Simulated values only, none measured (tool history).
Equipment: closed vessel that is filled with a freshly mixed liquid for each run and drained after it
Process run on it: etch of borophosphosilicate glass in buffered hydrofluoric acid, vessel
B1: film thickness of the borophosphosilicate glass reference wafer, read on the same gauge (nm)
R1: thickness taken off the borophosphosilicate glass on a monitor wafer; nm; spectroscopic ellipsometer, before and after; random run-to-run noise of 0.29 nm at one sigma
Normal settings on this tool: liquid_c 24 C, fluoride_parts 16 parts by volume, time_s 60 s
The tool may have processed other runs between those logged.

run 1 hour=0 | liquid_c=24 fluoride_parts=16 time_s=60 | B1=80.01 | R1=48.46
run 2 hour=61.9 | liquid_c=24 fluoride_parts=16 time_s=60 | B1=79.99 | R1=47.55
run 3 hour=132.8 | liquid_c=24 fluoride_parts=16 time_s=60 | B1=80 | R1=47.81
run 4 hour=189.4 | liquid_c=21 fluoride_parts=16 time_s=60 | B1=80 | R1=39.85
run 5 hour=357 | liquid_c=24 fluoride_parts=16 time_s=35 | B1=79.99 | R1=27.15
run 6 hour=402.4 | liquid_c=24 fluoride_parts=16 time_s=35 | B1=79.99 | R1=26.87
run 7 hour=437.4 | liquid_c=24 fluoride_parts=16 time_s=35 | B1=80 | R1=26.67
run 8 hour=480.1 | liquid_c=24 fluoride_parts=16 time_s=60 | B1=79.99 | R1=45.44
run 9 hour=534.6 | liquid_c=24 fluoride_parts=16 time_s=60 | B1=79.99 | R1=45.58
-- hour=540.5 hydrofluoric acid flow meter replaced
run 10 hour=572.6 | liquid_c=24 fluoride_parts=16 time_s=60 | B1=79.98 | R1=49.65
run 11 hour=623.9 | liquid_c=24 fluoride_parts=16 time_s=60 | B1=80.03 | R1=49.39
run 12 hour=687.5 | liquid_c=24 fluoride_parts=16 time_s=60 | B1=80.02 | R1=48.68
run 13 hour=749.7 | liquid_c=24 fluoride_parts=16 time_s=60 | B1=79.99 | R1=48.21
-- hour=772 gauge calibrated
run 14 hour=800.5 | liquid_c=21 fluoride_parts=16 time_s=60 | B1=80 | R1=40.6
-- hour=868.5 thermometer replaced
run 15 hour=869.2 | liquid_c=24 fluoride_parts=20 time_s=60 | B1=80 | R1=37.16
run 16 hour=1052.1 | liquid_c=20.5 fluoride_parts=11 time_s=35 | B1=79.99 | R1=31.05
run 17 hour=1078.1 | liquid_c=24 fluoride_parts=16 time_s=45 | B1=79.98 | R1=33.36
run 18 hour=1109.5 | liquid_c=19.5 fluoride_parts=16 time_s=45 | B1=79.98 | R1=25.87
-- hour=1125.6 hydrofluoric acid flow meter replaced
run 19 hour=1154.6 | liquid_c=24 fluoride_parts=13.5 time_s=60 | B1=80.02 | R1=56.01
run 20 hour=1211.6 | liquid_c=21.5 fluoride_parts=16 time_s=45 | B1=79.99 | R1=31.04
run 21 hour=1251.2 | liquid_c=21.5 fluoride_parts=11.5 time_s=60 | B1=80.01 | R1=56.81
run 22 hour=1301.9 | liquid_c=24 fluoride_parts=16 time_s=35 | B1=79.99 | R1=27.51
run 23 hour=1333.9 | liquid_c=24 fluoride_parts=16 time_s=60 | B1=80.01 | R1=46.35
run 24 hour=1380.9 | liquid_c=26.5 fluoride_parts=10.5 time_s=60 | B1=80.01 | R1=80.52
run 25 hour=1428.6 | liquid_c=24 fluoride_parts=16 time_s=30 | B1=79.99 | R1=22.96
run 26 hour=1488.1 | liquid_c=24 fluoride_parts=16 time_s=60 | B1=80 | R1=46.29

What if the next run were any one of these 4? Each begins from the tool's condition after run 26:
run A hour=1488.8 | liquid_c=24 fluoride_parts=16 time_s=60 | B1=? | R1=?
run B hour=1488.8 | liquid_c=21.5 fluoride_parts=19.5 time_s=95 | B1=? | R1=?
run C hour=1488.8 | liquid_c=27 fluoride_parts=19 time_s=60 | B1=? | R1=?
run D hour=1488.8 | liquid_c=27 fluoride_parts=20.5 time_s=80 | B1=? | R1=?

run=A B1=80.01 R1=46.27
run=B B1=80.01 R1=52.92
run=C B1=80.01 R1=45.86
run=D B1=80.01 R1=57.97
Without the tool's unlogged condition, the same runs would have read:
run=A R1=47.91
run=B R1=54.42
run=C R1=47.49
run=D R1=59.17
